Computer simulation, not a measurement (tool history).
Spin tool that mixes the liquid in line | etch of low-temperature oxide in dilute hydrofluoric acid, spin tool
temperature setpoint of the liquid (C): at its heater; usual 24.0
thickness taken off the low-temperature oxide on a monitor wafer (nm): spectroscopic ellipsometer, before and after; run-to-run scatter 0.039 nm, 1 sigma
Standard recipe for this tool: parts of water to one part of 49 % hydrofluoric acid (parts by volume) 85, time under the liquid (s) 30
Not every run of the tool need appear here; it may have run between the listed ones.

run,hour,temperature setpoint of the liquid (C),parts of water to one part of 49 % hydrofluoric acid (parts by volume),time under the liquid (s),"read-back film thickness of the low-temperature oxide reference wafer, read on the same gauge (nm)",thickness taken off the low-temperature oxide on a monitor wafer (nm)
1,0.0,24.0,85,30,140.01,13.90
2,37.5,24.0,85,30,140.04,14.00
3,54.8,24.0,85,30,140.01,14.06
4,64.1,24.0,85,30,140.02,14.09
5,77.5,28.0,85,30,140.05,16.52
6,89.6,28.0,85,30,139.96,16.60
7,107.6,28.0,85,30,140.02,16.58
# hour 112.7: hydrofluoric acid flow meter replaced
8,125.1,24.0,85,30,140.01,12.44
9,142.8,20.5,85,30,140.02,10.85
10,149.4,20.5,85,30,139.98,10.86
11,157.5,21.0,85,30,139.96,11.13
12,165.0,24.0,45,25,139.98,20.76
13,181.4,19.5,65,20,139.98,9.33
14,188.5,27.5,70,45,140.04,26.89
# hour 201.8: gauge calibrated
15,203.3,24.0,95,30,140.00,11.18
16,212.8,28.0,85,30,139.98,14.73
# hour 215.7: thermometer replaced
17,222.3,24.0,85,30,140.00,11.91
18,240.0,24.0,85,30,140.00,11.95
19,253.4,26.0,85,15,139.99,6.48
20,265.6,20.5,125,25,139.98,5.61
21,271.9,24.0,85,30,139.97,12.02

Here are 5 independent what-if runs from the current tool condition. What would each one return?
A,272.3,21.5,85,30,?,?
B,272.3,26.5,65,30,?,?
C,272.3,20.0,70,15,?,?
D,272.3,28.0,55,15,?,?
E,272.3,29.0,125,40,?,?

run,"read-back film thickness of the low-temperature oxide reference wafer, read on the same gauge (nm)",thickness taken off the low-temperature oxide on a monitor wafer (nm)
A,140.05,10.83
B,140.05,17.76
C,140.05,6.29
D,140.05,11.30
E,140.05,12.51
Take away the tool's hidden state, keep each run's random variation, and the runs would have read:
run,thickness taken off the low-temperature oxide on a monitor wafer (nm)
A,10.49
B,17.21
C,6.09
D,10.95
E,12.11
